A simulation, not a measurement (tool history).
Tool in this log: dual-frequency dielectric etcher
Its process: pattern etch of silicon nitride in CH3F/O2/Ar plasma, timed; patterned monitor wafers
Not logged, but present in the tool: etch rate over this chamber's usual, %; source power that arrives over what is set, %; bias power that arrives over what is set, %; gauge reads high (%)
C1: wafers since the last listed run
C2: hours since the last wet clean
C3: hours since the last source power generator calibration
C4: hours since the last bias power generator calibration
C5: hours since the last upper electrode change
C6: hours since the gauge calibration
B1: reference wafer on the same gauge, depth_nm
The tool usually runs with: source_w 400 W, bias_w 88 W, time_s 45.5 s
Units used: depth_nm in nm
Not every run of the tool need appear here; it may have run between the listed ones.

run 1 hour=0.0 | source_w=400 bias_w=88 time_s=45.5 | C1=0 C2=354.7 C3=1798.2 C4=2116.1 C5=4354.9 C6=498.1 | B1=40.45 | depth_nm=32.84
run 2 hour=14.3 | source_w=400 bias_w=88 time_s=45.5 | C1=196 C2=369.0 C3=1812.5 C4=2130.4 C5=4369.2 C6=512.4 | B1=40.51 | depth_nm=32.72
run 3 hour=24.8 | source_w=400 bias_w=97 time_s=45.5 | C1=144 C2=379.5 C3=1823.0 C4=2140.9 C5=4379.7 C6=522.9 | B1=40.42 | depth_nm=33.92
run 4 hour=37.4 | source_w=340 bias_w=88 time_s=45.5 | C1=172 C2=392.1 C3=1835.6 C4=2153.5 C5=4392.3 C6=535.5 | B1=40.52 | depth_nm=30.23
-- hour=40.9 gauge calibrated
-- hour=66.5 upper electrode replaced
run 5 hour=67.0 | source_w=340 bias_w=88 time_s=45.5 | C1=76 C2=421.7 C3=1865.2 C4=2183.1 C5=0.5 C6=26.1 | B1=40.50 | depth_nm=29.73
run 6 hour=67.3 | source_w=400 bias_w=88 time_s=45.5 | C1=4 C2=422.0 C3=1865.5 C4=2183.4 C5=0.8 C6=26.4 | B1=40.43 | depth_nm=32.97
run 7 hour=67.6 | source_w=400 bias_w=88 time_s=45.5 | C1=4 C2=422.3 C3=1865.8 C4=2183.7 C5=1.1 C6=26.7 | B1=40.49 | depth_nm=32.62
run 8 hour=81.4 | source_w=400 bias_w=88 time_s=45.5 | C1=189 C2=436.1 C3=1879.6 C4=2197.5 C5=14.9 C6=40.5 | B1=40.46 | depth_nm=32.60
run 9 hour=96.5 | source_w=400 bias_w=88 time_s=45.5 | C1=207 C2=451.2 C3=1894.7 C4=2212.6 C5=30.0 C6=55.6 | B1=40.53 | depth_nm=32.63
run 10 hour=112.2 | source_w=400 bias_w=88 time_s=45.5 | C1=215 C2=466.9 C3=1910.4 C4=2228.3 C5=45.7 C6=71.3 | B1=40.52 | depth_nm=32.43
run 11 hour=121.7 | source_w=400 bias_w=88 time_s=45.5 | C1=130 C2=476.4 C3=1919.9 C4=2237.8 C5=55.2 C6=80.8 | B1=40.53 | depth_nm=32.90
run 12 hour=134.9 | source_w=400 bias_w=88 time_s=45.5 | C1=181 C2=489.6 C3=1933.1 C4=2251.0 C5=68.4 C6=94.0 | B1=40.52 | depth_nm=32.67
run 13 hour=142.3 | source_w=430 bias_w=88 time_s=45.5 | C1=101 C2=497.0 C3=1940.5 C4=2258.4 C5=75.8 C6=101.4 | B1=40.50 | depth_nm=33.39
run 14 hour=157.5 | source_w=440 bias_w=109 time_s=58.0 | C1=208 C2=512.2 C3=1955.7 C4=2273.6 C5=91.0 C6=116.6 | B1=40.47 | depth_nm=46.97
-- hour=170.4 bias power generator calibrated
run 15 hour=174.1 | source_w=400 bias_w=68 time_s=45.5 | C1=172 C2=528.8 C3=1972.3 C4=3.7 C5=107.6 C6=133.2 | B1=40.48 | depth_nm=29.46
run 16 hour=187.5 | source_w=330 bias_w=100 time_s=57.5 | C1=183 C2=542.2 C3=1985.7 C4=17.1 C5=121.0 C6=146.6 | B1=40.49 | depth_nm=39.10
run 17 hour=195.2 | source_w=310 bias_w=88 time_s=45.5 | C1=105 C2=549.9 C3=1993.4 C4=24.8 C5=128.7 C6=154.3 | B1=40.47 | depth_nm=28.48
run 18 hour=203.1 | source_w=400 bias_w=88 time_s=45.5 | C1=108 C2=557.8 C3=2001.3 C4=32.7 C5=136.6 C6=162.2 | B1=40.43 | depth_nm=32.25
run 19 hour=210.9 | source_w=400 bias_w=75 time_s=45.5 | C1=107 C2=565.6 C3=2009.1 C4=40.5 C5=144.4 C6=170.0 | B1=40.48 | depth_nm=30.53
run 20 hour=228.1 | source_w=400 bias_w=88 time_s=45.5 | C1=235 C2=582.8 C3=2026.3 C4=57.7 C5=161.6 C6=187.2 | B1=40.55 | depth_nm=32.09
-- hour=233.9 source power generator calibrated
run 21 hour=242.7 | source_w=450 bias_w=88 time_s=45.5 | C1=145 C2=597.4 C3=8.8 C4=72.3 C5=176.2 C6=201.8 | B1=40.50 | depth_nm=34.36
run 22 hour=256.1 | source_w=400 bias_w=88 time_s=45.5 | C1=183 C2=610.8 C3=22.2 C4=85.7 C5=189.6 C6=215.2 | B1=40.59 | depth_nm=31.99
-- hour=281.5 wet clean of the chamber
run 23 hour=282.0 | source_w=400 bias_w=88 time_s=45.5 | C1=26 C2=0.5 C3=48.1 C4=111.6 C5=215.5 C6=241.1 | B1=40.60 | depth_nm=33.57
run 24 hour=282.3 | source_w=330 bias_w=88 time_s=34.5 | C1=4 C2=0.8 C3=48.4 C4=111.9 C5=215.8 C6=241.4 | B1=40.49 | depth_nm=23.15
run 25 hour=282.6 | source_w=400 bias_w=94 time_s=45.5 | C1=4 C2=1.1 C3=48.7 C4=112.2 C5=216.1 C6=241.7 | B1=40.53 | depth_nm=34.58
run 26 hour=283.5 | source_w=350 bias_w=88 time_s=37.0 | C1=12 C2=2.0 C3=49.6 C4=113.1 C5=217.0 C6=242.6 | B1=40.50 | depth_nm=25.32
run 27 hour=314.0 | source_w=480 bias_w=88 time_s=45.5 | C1=418 C2=32.5 C3=80.1 C4=143.6 C5=247.5 C6=273.1 | B1=40.52 | depth_nm=36.30
run 28 hour=328.3 | source_w=350 bias_w=108 time_s=32.0 | C1=196 C2=46.8 C3=94.4 C4=157.9 C5=261.8 C6=287.4 | B1=40.48 | depth_nm=23.93
run 29 hour=334.5 | source_w=460 bias_w=104 time_s=51.5 | C1=85 C2=53.0 C3=100.6 C4=164.1 C5=268.0 C6=293.6 | B1=40.46 | depth_nm=43.22
run 30 hour=348.8 | source_w=400 bias_w=66 time_s=34.0 | C1=196 C2=67.3 C3=114.9 C4=178.4 C5=282.3 C6=307.9 | B1=40.52 | depth_nm=22.39
run 31 hour=397.5 | source_w=400 bias_w=88 time_s=53.5 | C1=668 C2=116.0 C3=163.6 C4=227.1 C5=331.0 C6=356.6 | B1=40.58 | depth_nm=39.03

3 options for the next run, each taken on its own from the tool as it stands now. Forecast them:
run A hour=397.9 | source_w=400 bias_w=82 time_s=45.5 | C1=5 C2=116.4 C3=164.0 C4=227.5 C5=331.4 C6=357.0 | B1=? | depth_nm=?
run B hour=397.9 | source_w=430 bias_w=77 time_s=35.0 | C1=5 C2=116.4 C3=164.0 C4=227.5 C5=331.4 C6=357.0 | B1=? | depth_nm=?
run C hour=397.9 | source_w=340 bias_w=107 time_s=51.0 | C1=5 C2=116.4 C3=164.0 C4=227.5 C5=331.4 C6=357.0 | B1=? | depth_nm=?

run=A B1=40.50 depth_nm=32.42
run=B B1=40.50 depth_nm=25.23
run=C B1=40.50 depth_nm=37.15
Had the tool no hidden state, the same runs would have come out as:
run=A depth_nm=33.15
run=B depth_nm=25.81
run=C depth_nm=37.99

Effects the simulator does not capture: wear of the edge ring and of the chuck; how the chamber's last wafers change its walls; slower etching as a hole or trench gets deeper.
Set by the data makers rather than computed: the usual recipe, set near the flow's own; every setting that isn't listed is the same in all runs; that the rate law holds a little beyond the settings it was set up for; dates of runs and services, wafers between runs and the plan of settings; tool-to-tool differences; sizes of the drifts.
